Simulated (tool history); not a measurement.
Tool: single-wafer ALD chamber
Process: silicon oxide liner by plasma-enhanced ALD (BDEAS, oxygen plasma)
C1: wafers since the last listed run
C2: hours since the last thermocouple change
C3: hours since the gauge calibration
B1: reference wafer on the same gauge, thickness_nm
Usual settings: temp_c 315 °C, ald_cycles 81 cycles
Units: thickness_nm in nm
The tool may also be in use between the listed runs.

{"run": 1, "hour": 0.0, "temp_c": 315, "ald_cycles": 81, "C1": 0, "C2": 1798.2, "C3": 34.6, "B1": 6.516, "thickness_nm": 7.914}
{"run": 2, "hour": 13.9, "temp_c": 326, "ald_cycles": 81, "C1": 58, "C2": 1812.1, "C3": 48.5, "B1": 6.52, "thickness_nm": 7.776}
{"run": 3, "hour": 26.6, "temp_c": 326, "ald_cycles": 81, "C1": 53, "C2": 1824.8, "C3": 61.2, "B1": 6.522, "thickness_nm": 7.777}
{"run": 4, "hour": 35.3, "temp_c": 315, "ald_cycles": 81, "C1": 36, "C2": 1833.5, "C3": 69.9, "B1": 6.52, "thickness_nm": 7.931}
{"run": 5, "hour": 51.1, "temp_c": 315, "ald_cycles": 81, "C1": 66, "C2": 1849.3, "C3": 85.7, "B1": 6.519, "thickness_nm": 7.921}
{"run": 6, "hour": 67.6, "temp_c": 315, "ald_cycles": 81, "C1": 69, "C2": 1865.8, "C3": 102.2, "B1": 6.521, "thickness_nm": 7.91}
{"run": 7, "hour": 79.1, "temp_c": 315, "ald_cycles": 81, "C1": 48, "C2": 1877.3, "C3": 113.7, "B1": 6.521, "thickness_nm": 7.898}
{"hour": 93.9, "done": "gauge calibrated"}
{"run": 8, "hour": 94.0, "temp_c": 315, "ald_cycles": 81, "C1": 63, "C2": 1892.2, "C3": 0.1, "B1": 6.521, "thickness_nm": 7.89}
{"run": 9, "hour": 108.2, "temp_c": 315, "ald_cycles": 81, "C1": 60, "C2": 1906.4, "C3": 14.3, "B1": 6.519, "thickness_nm": 7.935}
{"run": 10, "hour": 121.0, "temp_c": 315, "ald_cycles": 81, "C1": 54, "C2": 1919.2, "C3": 27.1, "B1": 6.518, "thickness_nm": 7.906}
{"run": 11, "hour": 138.8, "temp_c": 310, "ald_cycles": 81, "C1": 75, "C2": 1937, "C3": 44.9, "B1": 6.519, "thickness_nm": 8.006}
{"run": 12, "hour": 144.8, "temp_c": 315, "ald_cycles": 65, "C1": 25, "C2": 1943, "C3": 50.9, "B1": 6.52, "thickness_nm": 6.344}
{"run": 13, "hour": 159.3, "temp_c": 315, "ald_cycles": 81, "C1": 61, "C2": 1957.5, "C3": 65.4, "B1": 6.52, "thickness_nm": 7.91}

The next listed run, before its measurement:
{"hour": 171.7, "done": "thermocouple changed; heater temperature recalibrated"}
{"run": 14, "hour": 172.7, "temp_c": 315, "ald_cycles": 81, "C1": 22, "C2": 1, "C3": 78.8, "B1": "?", "thickness_nm": "?"}

B1: 6.521
thickness_nm: 7.9 nm
Without the tool's hidden state the same run would have given thickness_nm 7.9 nm.
